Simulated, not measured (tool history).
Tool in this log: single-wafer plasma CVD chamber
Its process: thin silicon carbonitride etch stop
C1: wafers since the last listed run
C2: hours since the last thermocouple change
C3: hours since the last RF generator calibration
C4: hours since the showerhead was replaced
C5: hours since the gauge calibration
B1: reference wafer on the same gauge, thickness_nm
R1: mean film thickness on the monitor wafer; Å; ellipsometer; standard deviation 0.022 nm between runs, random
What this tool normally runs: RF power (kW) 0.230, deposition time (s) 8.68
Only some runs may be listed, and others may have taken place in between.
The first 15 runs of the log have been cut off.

Run 16, hour 1286.6: usual settings; C1 3773; C2 469.7; C3 671.2; C4 6955.2; C5 127.4; B1 6.886. Result: R1 60.04 Å.
Run 17, hour 1355.9: usual settings but RF power (kW) 0.240; C1 2502; C2 539.0; C3 740.5; C4 7024.5; C5 196.7; B1 6.894. Result: R1 61.27 Å.
Run 18, hour 1419.7: usual settings but RF power (kW) 0.260; C1 2303; C2 602.8; C3 804.3; C4 7088.3; C5 260.5; B1 6.881. Result: R1 63.37 Å.
At hour 1490.8: showerhead replaced.
Run 19, hour 1491.3: usual settings but deposition time (s) 10.06; C1 2296; C2 674.4; C3 875.9; C4 0.5; C5 332.1; B1 6.867. Result: R1 69.85 Å.
Run 20, hour 1564.9: usual settings but deposition time (s) 7.62; C1 2657; C2 748.0; C3 949.5; C4 74.1; C5 405.7; B1 6.885. Result: R1 52.40 Å.
Run 21, hour 1634.3: usual settings; C1 2505; C2 817.4; C3 1018.9; C4 143.5; C5 475.1; B1 6.867. Result: R1 60.26 Å.
Run 22, hour 1697.8: usual settings; C1 2292; C2 880.9; C3 1082.4; C4 207.0; C5 538.6; B1 6.865. Result: R1 59.97 Å.
Run 23, hour 1747.5: usual settings but RF power (kW) 0.195, deposition time (s) 7.66; C1 1794; C2 930.6; C3 1132.1; C4 256.7; C5 588.3; B1 6.862. Result: R1 49.33 Å.
Run 24, hour 1834.0: usual settings but RF power (kW) 0.200, deposition time (s) 8.13; C1 3123; C2 1017.1; C3 1218.6; C4 343.2; C5 674.8; B1 6.846. Result: R1 52.96 Å.
Run 25, hour 1873.0: usual settings but RF power (kW) 0.195; C1 1408; C2 1056.1; C3 1257.6; C4 382.2; C5 713.8; B1 6.855. Result: R1 55.76 Å.
At hour 1906.7: RF generator calibrated.
Run 26, hour 1955.0: usual settings but deposition time (s) 8.22; C1 2671; C2 1138.1; C3 48.3; C4 464.2; C5 795.8; B1 6.853. Result: R1 56.70 Å.
Run 27, hour 2039.3: usual settings but RF power (kW) 0.195, deposition time (s) 7.32; C1 3043; C2 1222.4; C3 132.6; C4 548.5; C5 880.1; B1 6.840. Result: R1 46.86 Å.
Run 28, hour 2133.5: usual settings but RF power (kW) 0.190, deposition time (s) 7.11; C1 3401; C2 1316.6; C3 226.8; C4 642.7; C5 974.3; B1 6.824. Result: R1 44.85 Å.
Run 29, hour 2222.1: usual settings but RF power (kW) 0.255, deposition time (s) 7.44; C1 3199; C2 1405.2; C3 315.4; C4 731.3; C5 1062.9; B1 6.821. Result: R1 53.49 Å.
Run 30, hour 2279.3: usual settings but RF power (kW) 0.185, deposition time (s) 7.27; C1 2065; C2 1462.4; C3 372.6; C4 788.5; C5 1120.1; B1 6.820. Result: R1 45.38 Å.
Run 31, hour 2374.9: usual settings but RF power (kW) 0.200, deposition time (s) 10.37; C1 3451; C2 1558.0; C3 468.2; C4 884.1; C5 1215.7; B1 6.806. Result: R1 66.82 Å.
Run 32, hour 2470.1: usual settings but RF power (kW) 0.210, deposition time (s) 9.74; C1 3437; C2 1653.2; C3 563.4; C4 979.3; C5 1310.9; B1 6.799. Result: R1 64.54 Å.
Run 33, hour 2522.9: usual settings but RF power (kW) 0.270, deposition time (s) 10.04; C1 1906; C2 1706.0; C3 616.2; C4 1032.1; C5 1363.7; B1 6.805. Result: R1 73.34 Å.
Run 34, hour 2588.1: usual settings; C1 2354; C2 1771.2; C3 681.4; C4 1097.3; C5 1428.9; B1 6.792. Result: R1 59.11 Å.
Run 35, hour 2667.1: usual settings but deposition time (s) 9.27; C1 2852; C2 1850.2; C3 760.4; C4 1176.3; C5 1507.9; B1 6.789. Result: R1 63.52 Å.

What if the next run were any one of these 3? Each begins from the tool's condition after run 35:
Run A, hour 2667.5: usual settings; C1 14; C2 1850.6; C3 760.8; C4 1176.7; C5 1508.3; B1 ?. Result: R1 ?.
Run B, hour 2667.5: usual settings but RF power (kW) 0.255, deposition time (s) 9.54; C1 14; C2 1850.6; C3 760.8; C4 1176.7; C5 1508.3; B1 ?. Result: R1 ?.
Run C, hour 2667.5: usual settings but RF power (kW) 0.195, deposition time (s) 8.02; C1 14; C2 1850.6; C3 760.8; C4 1176.7; C5 1508.3; B1 ?. Result: R1 ?.

run     B1     R1
  A  6.790  59.60
  B  6.790  68.38
  C  6.790  51.20
Had the tool no hidden state, the same runs would have come out as:
run     R1
  A  60.82
  B  69.78
  C  52.25
